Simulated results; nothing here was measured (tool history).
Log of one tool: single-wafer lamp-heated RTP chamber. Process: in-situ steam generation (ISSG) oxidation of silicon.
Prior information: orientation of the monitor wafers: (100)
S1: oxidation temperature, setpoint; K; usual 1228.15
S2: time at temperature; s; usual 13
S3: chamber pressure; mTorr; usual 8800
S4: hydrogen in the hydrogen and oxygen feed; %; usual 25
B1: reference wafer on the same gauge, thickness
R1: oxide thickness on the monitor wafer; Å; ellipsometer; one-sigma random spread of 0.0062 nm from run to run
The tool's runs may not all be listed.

run   hour       S1  S2     S3  S4     B1     R1
  1      0  1228.15  13   8800  25  4.102  41.95
  2   43.2  1228.15  13   8800  25  4.103  41.89
  3   57.3  1228.15  13   8800  25  4.103  41.99
  4   73.2  1228.15  13   8800  25  4.098  41.97
  5   90.1  1223.15  16   8800  25  4.101  44.91
  6  141.4  1223.15  16   8800  25  4.101  44.93
  7  156.2  1228.15  13   8800  25  4.103  42.12
  8  207.7  1228.15  13   8800  25  4.103  42.21
  9  216.3  1228.15  13   8800  25  4.099   42.2
 10  228.4  1220.15  17   8800  25  4.103  45.74
 11  239.1  1222.15  17   8800  25  4.099  46.04
     256.4  -- pyrometer window cleaned and pyrometer calibrated
     256.8  -- pressure gauge zeroed
 12  257.3  1228.15  13   9400  25  4.099  40.89
     273.2  -- hydrogen flow controller replaced
 13  273.7  1228.15  13   9200  20  4.101  38.96
     276.1  -- gauge calibrated
 14  287.2  1216.15  10  10200  18    4.1  32.87
 15  299.1  1228.15  13   8800  25  4.102  41.31
 16  307.9  1210.15  13   8100  25    4.1  39.76
 17    317  1222.15  10   8300  32  4.103  39.77
 18  323.5  1237.15  15   8800  25  4.098  44.52
 19    341  1228.15  13   8800  25    4.1  41.35
 20  348.3  1228.15  13   8800  25  4.102  41.16
 21    364  1212.15  13   9500  25    4.1  39.09

Give the tool's hidden conditions for every run:
true pressure minus gauge reading, Torr: 0 at every run
deviation of the hydrogen flow from its setpoint, %: 0 at every run
gauge reads high (%): 0 at every run
H1: true wafer temperature minus pyrometer reading, K
run    H1
  1  6.92
  2  7.34
  3  7.48
  4  7.65
  5  7.82
  6  8.36
  7  8.52
  8  9.08
  9  9.18
 10  9.32
 11  9.44
 12  1.21
 13  1.21
 14  1.22
 15  1.22
 16  1.22
 17  1.23
 18  1.23
 19  1.24
 20  1.24
 21  1.25
